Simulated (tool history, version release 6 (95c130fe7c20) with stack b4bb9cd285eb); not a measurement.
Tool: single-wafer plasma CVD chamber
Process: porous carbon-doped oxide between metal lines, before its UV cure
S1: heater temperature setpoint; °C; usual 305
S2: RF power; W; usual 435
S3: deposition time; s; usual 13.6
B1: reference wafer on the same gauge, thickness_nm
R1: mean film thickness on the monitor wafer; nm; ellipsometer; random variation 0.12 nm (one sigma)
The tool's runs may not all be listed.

{"run": 1, "hour": 0.0, "S1": 305, "S2": 435, "S3": 13.6, "B1": 74.482, "R1": 65.647}
{"run": 2, "hour": 10.2, "S1": 305, "S2": 435, "S3": 13.6, "B1": 74.504, "R1": 65.83}
{"run": 3, "hour": 23.8, "S1": 305, "S2": 435, "S3": 13.6, "B1": 74.526, "R1": 65.647}
{"run": 4, "hour": 33.9, "S1": 301, "S2": 505, "S3": 13.6, "B1": 74.502, "R1": 72.994}
{"hour": 42.0, "done": "gauge calibrated"}
{"run": 5, "hour": 43.3, "S1": 305, "S2": 435, "S3": 13.6, "B1": 74.498, "R1": 65.686}
{"run": 6, "hour": 59.1, "S1": 305, "S2": 435, "S3": 13.6, "B1": 74.503, "R1": 65.88}
{"run": 7, "hour": 67.6, "S1": 305, "S2": 435, "S3": 13.6, "B1": 74.49, "R1": 65.84}
{"run": 8, "hour": 75.3, "S1": 305, "S2": 435, "S3": 13.6, "B1": 74.51, "R1": 65.763}
{"run": 9, "hour": 91.2, "S1": 305, "S2": 435, "S3": 13.6, "B1": 74.483, "R1": 65.923}
{"hour": 103.0, "done": "showerhead replaced"}
{"run": 10, "hour": 103.5, "S1": 305, "S2": 520, "S3": 13.6, "B1": 74.499, "R1": 72.722}
{"run": 11, "hour": 114.2, "S1": 305, "S2": 435, "S3": 13.6, "B1": 74.509, "R1": 65.598}

Run 12 comes next. What will it give?
{"run": 12, "hour": 120.5, "S1": 292, "S2": 490, "S3": 11, "B1": "?", "R1": "?"}

B1: 74.487
R1: 60.933 nm
Without the tool's hidden state the same run would have given R1 63.897 nm.
